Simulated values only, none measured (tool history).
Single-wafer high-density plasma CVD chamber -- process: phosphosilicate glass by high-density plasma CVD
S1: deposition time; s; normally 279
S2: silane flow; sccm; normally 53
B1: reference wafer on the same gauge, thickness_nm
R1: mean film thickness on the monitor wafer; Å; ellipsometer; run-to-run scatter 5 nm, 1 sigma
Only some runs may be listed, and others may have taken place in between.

Run 1, hour 0: usual settings; B1 1420.06. Result: R1 17033.75 Å.
Run 2, hour 64.2: usual settings but S1 309 s, S2 55 sccm; B1 1417.599. Result: R1 19451.49 Å.
Run 3, hour 88.4: usual settings but S1 309 s, S2 55 sccm; B1 1420.647. Result: R1 19550.63 Å.
Run 4, hour 104.7: usual settings but S1 309 s, S2 55 sccm; B1 1420.586. Result: R1 19418.6 Å.
Run 5, hour 121.2: usual settings; B1 1418.641. Result: R1 16967.37 Å.
Run 6, hour 172.5: usual settings; B1 1420.786. Result: R1 16967.13 Å.
Run 7, hour 192.3: usual settings; B1 1421.115. Result: R1 16986.02 Å.
Run 8, hour 207.6: usual settings; B1 1419.244. Result: R1 17003.67 Å.
Run 9, hour 222.1: usual settings; B1 1418.812. Result: R1 17089.8 Å.
Run 10, hour 246.3: usual settings; B1 1420.245. Result: R1 17019.01 Å.
Run 11, hour 268.4: usual settings; B1 1422.186. Result: R1 17021.23 Å.
Run 12, hour 303.2: usual settings; B1 1420.7. Result: R1 16952.7 Å.
Run 13, hour 320.4: usual settings; B1 1420.597. Result: R1 16980.96 Å.
Run 14, hour 349: usual settings; B1 1420.921. Result: R1 17026.69 Å.
Run 15, hour 376.6: usual settings but S2 55 sccm; B1 1419.791. Result: R1 17665.77 Å.
Run 16, hour 391: usual settings; B1 1417.599. Result: R1 17027.15 Å.
Run 17, hour 414.7: usual settings; B1 1419.955. Result: R1 16941.1 Å.
Run 18, hour 427.8: usual settings but S2 61 sccm; B1 1417.726. Result: R1 19482.24 Å.
Run 19, hour 447.3: usual settings but S2 61 sccm; B1 1419.383. Result: R1 19695.73 Å.
Run 20, hour 464.9: usual settings but S1 307 s; B1 1420.126. Result: R1 18816.25 Å.
Run 21, hour 549.1: usual settings; B1 1419.415. Result: R1 17122.85 Å.
Run 22, hour 572.8: usual settings but S1 311 s, S2 60 sccm; B1 1420.369. Result: R1 21637.23 Å.
Run 23, hour 603.1: usual settings but S1 330 s, S2 48 sccm; B1 1420.416. Result: R1 18320.83 Å.
Run 24, hour 615.5: usual settings but S2 55 sccm; B1 1420.02. Result: R1 17760.65 Å.
At hour 631.2: silane flow controller replaced.
Run 25, hour 646.2: usual settings but S1 304 s, S2 62 sccm; B1 1417.987. Result: R1 20452.95 Å.

For run 26, what comes out?
Run 26, hour 667.9: usual settings but S1 302 s; B1 ?. Result: R1 ?.

B1: 1420.984
R1: 17373.8 Å
Take away the tool's hidden state, keep the run-to-run variation as it was, and the same run would have given R1 17372.15 Å.
